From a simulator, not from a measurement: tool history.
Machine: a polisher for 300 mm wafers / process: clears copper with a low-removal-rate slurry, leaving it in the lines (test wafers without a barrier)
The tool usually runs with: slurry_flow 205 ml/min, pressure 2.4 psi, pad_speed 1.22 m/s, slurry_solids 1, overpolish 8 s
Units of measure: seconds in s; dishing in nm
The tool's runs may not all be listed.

run	hour	slurry_flow	pressure	pad_speed	slurry_solids	overpolish	incoming thickness of the incoming film, nm	seconds	dishing
1	0	205	2.4	1.22	1	8	506.1	176.6	15.5
2	61.2	205	2.4	1.22	1	8	518.5	189.8	15.6
# hour 80.9: slurry nozzle cleaned
3	127.4	205	2.4	1.22	1	8	513.1	188.5	15.2
4	163.2	205	2.4	1.22	1.25	8	511.1	179.2	15.9
5	219.2	250	2.7	1.22	0.8	5	505.7	172.9	10.4
# hour 246: slurry blender recalibrated
6	255.4	205	1.7	1.22	1	10	513.2	254.5	14.4
# hour 264.1: worn pad replaced by a new one
7	304.3	205	2.4	1.22	1	8	509.5	176	15.8
8	329.3	205	2.4	1.22	1	8	514.1	179.1	15.9
9	394.5	240	2.2	1.22	0.8	10	506.4	199	17.1
10	459.2	205	2.4	1.22	1	8	504.5	179.9	15.6
11	525.8	205	2.7	1.22	1	8	501.4	159.3	17.4
12	562.8	155	2	1.22	0.85	12	507.3	240.6	17.9
13	629.6	180	2	1.58	1	10	514.6	179.1	19.2
# hour 671.2: head pressure recalibrated
14	677.4	205	2.4	1.22	1	4	515.2	191.9	7.7
# hour 702.4: slurry nozzle cleaned
# hour 703.2: slurry blender recalibrated
15	726.5	205	2.4	1.22	1	10	514.7	176	20.2
16	766.4	165	1.9	1.46	1	8	517.4	192.8	14.9
# hour 809: worn pad replaced by a new one
17	821.1	205	2.4	1.22	1	8	509.7	175.7	15.9
18	871.4	205	2.9	1.22	1	13	511.5	146.6	30
19	932	265	2.4	0.88	1	8	513.7	247.3	11.8
20	961.3	230	3.1	1.22	1.2	8	510.2	135.4	21.3
21	987	205	2.4	1.22	1	8	506.7	182	15.4
22	1041.8	185	3.2	1	1	6	512.4	174.3	13
23	1091.8	160	2.9	1.22	1.25	4	502.8	151.9	9.2
24	1135.7	205	2.4	1.22	1	8	508	191.1	14.6
25	1181.9	155	2.4	1.22	1	12	507	200	20.8
# hour 1198.5: slurry blender recalibrated
26	1239.9	205	1.7	1.06	1.1	4	500.1	274.1	5.4
27	1301.6	185	2.4	1.22	1	6	514.1	179.1	12.2
# hour 1323.7: slurry nozzle cleaned
# hour 1326.4: worn pad replaced by a new one
28	1368	205	2.4	1.22	1	8	508.4	176.6	16.2

Here are 4 independent what-if runs from the current tool condition. What would each one return?
A	1368.5	205	2.4	1.22	1	8	504.8	?	?
B	1368.5	205	2.4	1.22	0.85	8	504.8	?	?
C	1368.5	160	2.4	1.22	1	8	504.8	?	?
D	1368.5	205	2.4	1.52	1	8	504.8	?	?

run	seconds	dishing
A	177.3	16.1
B	183.5	15.6
C	184.6	15.5
D	142.3	19.7
With no hidden state in the tool, these same runs would have given:
run	seconds	dishing
A	172.2	16.6
B	178.3	16
C	179.3	15.9
D	138.2	20.3
